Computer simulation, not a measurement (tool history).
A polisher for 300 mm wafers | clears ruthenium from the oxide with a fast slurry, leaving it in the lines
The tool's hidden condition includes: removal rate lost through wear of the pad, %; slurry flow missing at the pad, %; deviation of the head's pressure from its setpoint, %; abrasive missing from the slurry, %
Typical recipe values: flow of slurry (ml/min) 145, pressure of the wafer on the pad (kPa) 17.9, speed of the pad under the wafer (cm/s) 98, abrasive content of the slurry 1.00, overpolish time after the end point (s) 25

run,hour,flow of slurry (ml/min),pressure of the wafer on the pad (kPa),speed of the pad under the wafer (cm/s),abrasive content of the slurry,overpolish time after the end point (s),wafers since the last listed run,wafers polished on this pad,hours since the slurry nozzle was cleaned,hours since the head pressure was calibrated,hours since the slurry blender was calibrated,"incoming thickness of the incoming film, nm",time until the end point was called (s),dishing of a wide line in a test structure (angstrom)
1,0.0,145,17.9,98,1.00,25,0,172,506.7,278.5,93.5,238.5,85.3,368
2,17.2,145,17.9,98,1.00,25,124,297,523.9,295.7,110.7,240.6,85.6,371
3,44.6,145,17.9,98,1.00,25,198,496,551.3,323.1,138.1,240.7,84.5,379
4,70.0,145,17.9,98,1.00,25,184,680,576.7,348.5,163.5,244.7,87.1,369
5,83.0,145,17.9,98,1.00,25,94,774,589.7,361.5,176.5,237.5,83.9,369
6,111.2,145,17.9,98,1.00,25,204,979,617.9,389.7,204.7,240.2,83.8,370
# hour 117.6: worn pad replaced by a new one, of another model than before
# hour 140.3: slurry nozzle cleaned
7,146.0,145,17.9,98,1.00,25,216,198,5.7,424.5,239.5,243.9,77.9,403
8,165.6,145,17.9,98,0.85,17,142,340,25.3,444.1,259.1,240.2,81.1,295
# hour 177.4: head pressure recalibrated
# hour 181.5: slurry blender recalibrated
9,191.5,145,17.9,98,1.00,35,158,499,51.2,14.1,10.0,239.5,77.1,451
10,206.4,145,17.9,98,1.00,25,108,607,66.1,29.0,24.9,237.4,74.9,394
11,240.1,165,17.9,66,1.00,36,244,851,99.8,62.7,58.6,241.8,98.8,414
# hour 257.8: worn pad replaced by a new one
12,264.1,165,17.9,98,1.25,25,144,45,123.8,86.7,82.6,238.8,68.8,416
13,296.0,145,17.9,98,1.00,25,231,276,155.7,118.6,114.5,236.3,77.4,408
14,317.0,170,13.8,66,1.00,32,152,428,176.7,139.6,135.5,239.7,105.7,376
15,332.5,145,17.9,98,1.00,25,112,541,192.2,155.1,151.0,239.5,77.2,381
16,357.2,125,15.9,98,1.00,25,179,720,216.9,179.8,175.7,241.1,84.5,358

Some steps in time until the end point was called (s) between neighbouring runs. How much of each would the tool show without its hidden state too (settings, what came in, random variation), and how much is left for the hidden state, with any gauge scatter that isn't in both results?
Run 6 -> 7: worn pad replaced by a new one, of another model than before, slurry nozzle cleaned. time until the end point was called (s) -5.9: hidden state -9.1, all else +3.2.
Run 11 -> 12: speed of the pad under the wafer (cm/s) 66 -> 98, abrasive content of the slurry 1.00 -> 1.25, overpolish time after the end point (s) 36 -> 25, worn pad replaced by a new one. time until the end point was called (s) -30.0: hidden state -0.4, all else -29.6.
